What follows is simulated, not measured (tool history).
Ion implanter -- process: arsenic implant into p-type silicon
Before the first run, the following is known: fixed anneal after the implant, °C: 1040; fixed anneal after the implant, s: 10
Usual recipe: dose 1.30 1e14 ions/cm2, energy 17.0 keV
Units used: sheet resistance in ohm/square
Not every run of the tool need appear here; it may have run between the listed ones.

run,hour,dose,energy,"read-back reference wafer on the same gauge, sheet resistance",sheet resistance
1,0.0,1.30,19.5,649.83,588.00
# hour 1.1: gauge calibrated
2,15.1,1.30,19.5,650.10,587.96
3,28.8,1.30,17.0,650.09,600.45
4,43.4,1.30,17.0,650.07,601.04
5,57.5,1.30,17.0,649.89,600.18
6,73.9,1.45,17.0,650.14,553.63
7,80.4,1.45,17.0,649.99,553.22
8,91.5,1.30,17.0,649.75,599.11
9,98.0,1.30,17.0,650.30,599.86
10,105.3,1.30,17.0,650.13,598.55
11,118.9,1.30,20.0,649.82,586.22
# hour 140.7: extraction supply calibrated
12,141.2,1.30,20.0,650.08,586.10
13,146.0,1.30,20.0,650.25,584.59
14,153.0,1.11,19.0,650.06,660.05
15,159.4,1.30,17.0,650.00,600.20
16,167.9,0.96,19.5,650.06,729.06
17,179.7,1.10,17.0,649.97,675.34
18,189.2,1.42,20.0,650.27,548.75
# hour 194.2: gauge calibrated
19,199.3,1.30,17.0,649.77,599.56
20,205.4,1.30,17.0,650.14,600.96
# hour 218.2: Faraday cup replaced and dose calibrated
21,218.7,1.55,20.5,649.88,530.49
22,226.8,1.30,21.5,650.17,598.09
23,242.0,1.30,17.0,650.03,620.14
24,248.0,1.16,21.0,650.12,650.90
25,263.3,1.14,22.5,650.08,650.10
26,276.2,1.17,14.0,649.85,684.52

Here are 4 independent what-if runs from the current tool condition. What would each one return?
A,276.6,1.30,20.5,?,?
B,276.6,1.19,19.5,?,?
C,276.6,1.68,20.0,?,?
D,276.6,1.69,17.0,?,?

run,"read-back reference wafer on the same gauge, sheet resistance",sheet resistance
A,649.84,599.80
B,649.84,644.38
C,649.84,498.90
D,649.84,508.07
With the hidden condition removed and each run's random variation left untouched, the same runs would have given:
run,sheet resistance
A,602.09
B,646.84
C,500.86
D,510.09

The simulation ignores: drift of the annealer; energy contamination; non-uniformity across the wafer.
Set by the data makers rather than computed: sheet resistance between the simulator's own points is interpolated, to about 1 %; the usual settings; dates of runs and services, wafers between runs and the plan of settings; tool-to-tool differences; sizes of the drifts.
